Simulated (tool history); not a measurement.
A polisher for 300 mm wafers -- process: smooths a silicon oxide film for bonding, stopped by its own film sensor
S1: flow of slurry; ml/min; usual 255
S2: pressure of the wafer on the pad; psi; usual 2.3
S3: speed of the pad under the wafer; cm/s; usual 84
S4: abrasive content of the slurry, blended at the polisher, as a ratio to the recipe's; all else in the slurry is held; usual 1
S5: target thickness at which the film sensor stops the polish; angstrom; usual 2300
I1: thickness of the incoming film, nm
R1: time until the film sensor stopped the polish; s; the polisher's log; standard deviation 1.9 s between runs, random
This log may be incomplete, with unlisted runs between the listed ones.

| run | hour | S1 | S2 | S3 | S4 | S5 | I1 | R1 |
|---|---|---|---|---|---|---|---|---|
| 1 | 0 | 255 | 2.3 | 84 | 1.2 | 2300 | 300.8 | 135.2 |
|  | 8.5 | worn pad replaced by a new one |
| 2 | 83 | 255 | 2.3 | 84 | 1.2 | 2300 | 299.4 | 114.1 |
| 3 | 190.2 | 255 | 2.3 | 84 | 1.2 | 2300 | 305.7 | 127.6 |
| 4 | 264.3 | 255 | 2.3 | 84 | 1 | 2300 | 300.5 | 139.8 |
|  | 275.7 | slurry blender recalibrated |
|  | 289.3 | slurry nozzle cleaned |
| 5 | 345.2 | 255 | 2.3 | 84 | 1 | 2300 | 302.3 | 144.4 |
| 6 | 429.3 | 285 | 2.3 | 84 | 1 | 2300 | 305.6 | 160.8 |
|  | 439.7 | worn pad replaced by a new one |
|  | 610.8 | slurry blender recalibrated |
| 7 | 699.1 | 255 | 2.3 | 84 | 1 | 2300 | 304.5 | 145 |
| 8 | 736.7 | 255 | 2.3 | 84 | 1 | 2300 | 305.8 | 150.6 |
| 9 | 810.5 | 255 | 2.3 | 84 | 1 | 2300 | 301.2 | 147.6 |
| 10 | 851 | 255 | 2.3 | 84 | 1 | 2300 | 303.5 | 154.5 |
|  | 871.2 | worn pad replaced by a new one |
| 11 | 916.4 | 255 | 2.3 | 84 | 1.15 | 2300 | 306.5 | 126.3 |
| 12 | 957.4 | 255 | 2.3 | 84 | 1 | 2300 | 298.8 | 123.8 |
|  | 989.7 | slurry nozzle cleaned |
|  | 1038.2 | head pressure recalibrated |
|  | 1038.8 | slurry blender recalibrated |
| 13 | 1059.5 | 280 | 1.9 | 84 | 0.9 | 2300 | 299.9 | 166.8 |
| 14 | 1165.4 | 255 | 2.8 | 84 | 1.25 | 2300 | 297.4 | 92.1 |
|  | 1200.4 | worn pad replaced by a new one |
| 15 | 1263.7 | 205 | 3 | 84 | 1.15 | 2510 | 301.3 | 67.5 |
| 16 | 1323.7 | 255 | 1.9 | 74 | 1 | 2300 | 301 | 172.8 |
| 17 | 1379 | 225 | 1.6 | 72 | 1 | 2300 | 302.7 | 214.3 |
|  | 1397.9 | slurry blender recalibrated |
|  | 1556.1 | worn pad replaced by a new one |
| 18 | 1640.9 | 320 | 1.6 | 84 | 1 | 2300 | 306.5 | 192.5 |
| 19 | 1717.3 | 255 | 1.5 | 84 | 1 | 2300 | 297.3 | 186.9 |
| 20 | 1761.2 | 210 | 2.3 | 84 | 0.75 | 2500 | 302.1 | 134.9 |
|  | 1762.6 | slurry nozzle cleaned |
|  | 1799.1 | slurry blender recalibrated |
| 21 | 1845.4 | 255 | 1.8 | 112 | 1 | 2300 | 298.6 | 137.2 |
| 22 | 1919.6 | 255 | 2.3 | 84 | 1 | 2300 | 299.6 | 141.2 |

Hidden state or all else? Some run-to-run changes of R1, split into what the settings, what came in and random variation would give without the hidden state, and what is left for the hidden state (with any gauge scatter that isn't in both results):
The tool's hidden condition here consists of: removal rate lost through wear of the pad, %; slurry flow missing at the pad, %; deviation of the head's pressure from its setpoint, %; abrasive missing from the slurry, %.
Run 6 -> 7: S1 285 -> 255, worn pad replaced by a new one, slurry blender recalibrated. R1 -15.8 s: hidden state -17.6, all else +1.8.
Run 10 -> 11: S4 1 -> 1.15, worn pad replaced by a new one. R1 -28.2 s: hidden state -21.3, all else -6.9.
Run 13 -> 14: S1 280 -> 255, S2 1.9 -> 2.8, S4 0.9 -> 1.25. R1 -74.7 s: hidden state +1.6, all else -76.3.
Run 15 -> 16: S1 205 -> 255, S2 3 -> 1.9, S3 84 -> 74, S4 1.15 -> 1, S5 2510 -> 2300. R1 +105.3 s: hidden state +2.5, all else +102.8.
